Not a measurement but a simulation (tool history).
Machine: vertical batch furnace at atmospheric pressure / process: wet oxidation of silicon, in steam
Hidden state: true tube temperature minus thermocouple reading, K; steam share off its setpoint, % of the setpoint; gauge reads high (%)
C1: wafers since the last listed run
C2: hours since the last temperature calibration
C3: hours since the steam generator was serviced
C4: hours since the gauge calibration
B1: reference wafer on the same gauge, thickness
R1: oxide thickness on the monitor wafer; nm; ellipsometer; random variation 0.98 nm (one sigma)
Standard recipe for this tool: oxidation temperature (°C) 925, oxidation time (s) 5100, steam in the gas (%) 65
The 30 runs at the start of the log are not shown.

{"run": 31, "hour": 853.5, "oxidation temperature (°C)": 925, "oxidation time (s)": 5100, "steam in the gas (%)": 76, "C1": 314, "C2": 496.1, "C3": 65.4, "C4": 354.3, "B1": 195.02, "R1": 215.35}
{"run": 32, "hour": 887.6, "oxidation temperature (°C)": 908, "oxidation time (s)": 5100, "steam in the gas (%)": 65, "C1": 304, "C2": 530.2, "C3": 99.5, "C4": 388.4, "B1": 195.12, "R1": 155.5}
{"run": 33, "hour": 900.1, "oxidation temperature (°C)": 918, "oxidation time (s)": 7140, "steam in the gas (%)": 60, "C1": 111, "C2": 542.7, "C3": 112, "C4": 400.9, "B1": 195.04, "R1": 218.46}
{"run": 34, "hour": 916.0, "oxidation temperature (°C)": 925, "oxidation time (s)": 4440, "steam in the gas (%)": 65, "C1": 142, "C2": 558.6, "C3": 127.9, "C4": 416.8, "B1": 195.21, "R1": 168.57}
{"run": 35, "hour": 999.1, "oxidation temperature (°C)": 942, "oxidation time (s)": 6240, "steam in the gas (%)": 77, "C1": 743, "C2": 641.7, "C3": 211, "C4": 499.9, "B1": 195.16, "R1": 304.47}
{"run": 36, "hour": 1024.0, "oxidation temperature (°C)": 925, "oxidation time (s)": 5100, "steam in the gas (%)": 65, "C1": 222, "C2": 666.6, "C3": 235.9, "C4": 524.8, "B1": 195.05, "R1": 189.22}
{"run": 37, "hour": 1049.7, "oxidation temperature (°C)": 925, "oxidation time (s)": 5100, "steam in the gas (%)": 65, "C1": 229, "C2": 692.3, "C3": 261.6, "C4": 550.5, "B1": 194.92, "R1": 190.03}
{"run": 38, "hour": 1077.6, "oxidation temperature (°C)": 925, "oxidation time (s)": 5100, "steam in the gas (%)": 65, "C1": 249, "C2": 720.2, "C3": 289.5, "C4": 578.4, "B1": 194.88, "R1": 190.86}
{"run": 39, "hour": 1119.5, "oxidation temperature (°C)": 908, "oxidation time (s)": 7560, "steam in the gas (%)": 71, "C1": 374, "C2": 762.1, "C3": 331.4, "C4": 620.3, "B1": 194.88, "R1": 235.6}

Branching from run 39: 3 alternative next runs. What would each branch give?
{"run": "A", "hour": 1124.5, "oxidation temperature (°C)": 944, "oxidation time (s)": 5100, "steam in the gas (%)": 65, "C1": 44, "C2": 767.1, "C3": 336.4, "C4": 625.3, "B1": "?", "R1": "?"}
{"run": "B", "hour": 1124.5, "oxidation temperature (°C)": 925, "oxidation time (s)": 6870, "steam in the gas (%)": 65, "C1": 44, "C2": 767.1, "C3": 336.4, "C4": 625.3, "B1": "?", "R1": "?"}
{"run": "C", "hour": 1124.5, "oxidation temperature (°C)": 942, "oxidation time (s)": 2670, "steam in the gas (%)": 65, "C1": 44, "C2": 767.1, "C3": 336.4, "C4": 625.3, "B1": "?", "R1": "?"}

run=A B1=195.16 R1=230.21
run=B B1=195.16 R1=242.59
run=C B1=195.16 R1=130.54
With no hidden state in the tool, these same runs would have given:
run=A R1=235.06
run=B R1=247.77
run=C R1=133.5
